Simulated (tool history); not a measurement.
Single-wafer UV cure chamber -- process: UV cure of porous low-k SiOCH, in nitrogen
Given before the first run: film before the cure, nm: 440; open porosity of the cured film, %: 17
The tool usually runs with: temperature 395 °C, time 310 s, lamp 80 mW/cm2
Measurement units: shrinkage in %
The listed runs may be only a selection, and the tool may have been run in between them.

run,day,temperature,time,lamp,wafers since the last listed run,hours since the UV bulbs were replaced,wafers since the quartz window was cleaned,shrinkage
1,0,395,310,80,0,480.8,536,10.95
2,0.6,395,310,80,91,495.2,627,11.012
3,1.217,395,310,80,94,510,722,10.956
4,2.208,406,310,80,151,533.8,873,10.956
5,3.638,395,310,80,218,568.1,1092,10.869
6,4.967,395,310,80,203,600,1295,10.74
7,6.158,395,310,80,182,628.6,1477,10.214
8,7.033,386,310,80,133,649.6,1611,10.467
9,8.233,395,310,72,183,678.4,1794,9.851
# day 9.675: quartz window cleaned
10,9.696,395,310,72,172,713.5,3,10.754
11,10.071,388,310,80,57,722.5,60,10.865
12,10.896,388,310,80,126,742.3,186,10.756
13,11.867,395,310,80,148,765.6,334,10.945
14,13.179,395,310,80,200,797.1,535,10.725
15,13.783,395,310,80,92,811.6,627,10.813
16,14.904,395,310,80,171,838.5,799,10.819
17,15.892,395,225,111,150,862.2,950,10.836
18,17.038,395,310,80,175,889.7,1125,10.756
19,17.938,395,310,80,137,911.3,1262,10.735
20,18.517,395,310,80,88,925.2,1351,10.413
21,19.65,395,310,68,173,952.4,1524,9.787
22,20.646,395,310,68,152,976.3,1676,9.878
23,21.742,395,310,80,167,1002.6,1844,10.046
24,22.421,405,125,80,103,1018.9,1948,6.528
25,23.275,395,310,80,130,1039.4,2078,10.096
26,24.354,386,375,80,164,1065.3,2243,10.626
27,24.854,395,310,80,76,1077.3,2320,10.041
# day 25.442: quartz window cleaned
28,28.975,376,310,113,578,1176.2,540,12.106
# day 31.817: UV bulbs replaced
29,31.838,395,310,80,386,0.5,926,10.681
30,33.162,382,245,90,202,32.3,1129,9.638
31,33.921,402,480,104,115,50.5,1245,13.791
32,34.717,395,310,80,121,69.6,1367,10.514
33,35.5,403,310,80,119,88.4,1486,10.575
34,36.188,386,240,60,105,104.9,1591,7.847
35,37.033,395,265,80,129,125.2,1721,9.461
36,38.012,377,465,93,149,148.7,1870,12.082
37,38.662,395,260,80,99,164.3,1970,9.332
# day 39.492: quartz window cleaned
38,39.512,395,310,80,78,184.7,3,11.06
39,40.921,386,430,56,215,218.5,218,10.806
40,41.883,406,310,54,147,241.6,365,9.753
41,42.675,395,310,80,121,260.6,486,10.856
42,43.3,405,405,80,95,275.6,582,12.536
43,44.612,409,175,109,200,307.1,782,9.862
44,45.938,395,310,80,202,338.9,985,10.868
45,47,382,310,97,162,364.4,1147,11.522

Consider 3 possible next runs. They are alternatives, not a sequence: every one starts from the tool as it was left by run 45. What does each give?
A,47.021,395,310,80,3,364.9,1150,?
B,47.021,375,310,80,3,364.9,1150,?
C,47.021,389,310,48,3,364.9,1150,?

run,shrinkage
A,10.677
B,10.32
C,8.375
Without the tool's hidden state the same runs would have given:
run,shrinkage
A,11.195
B,10.833
C,8.858
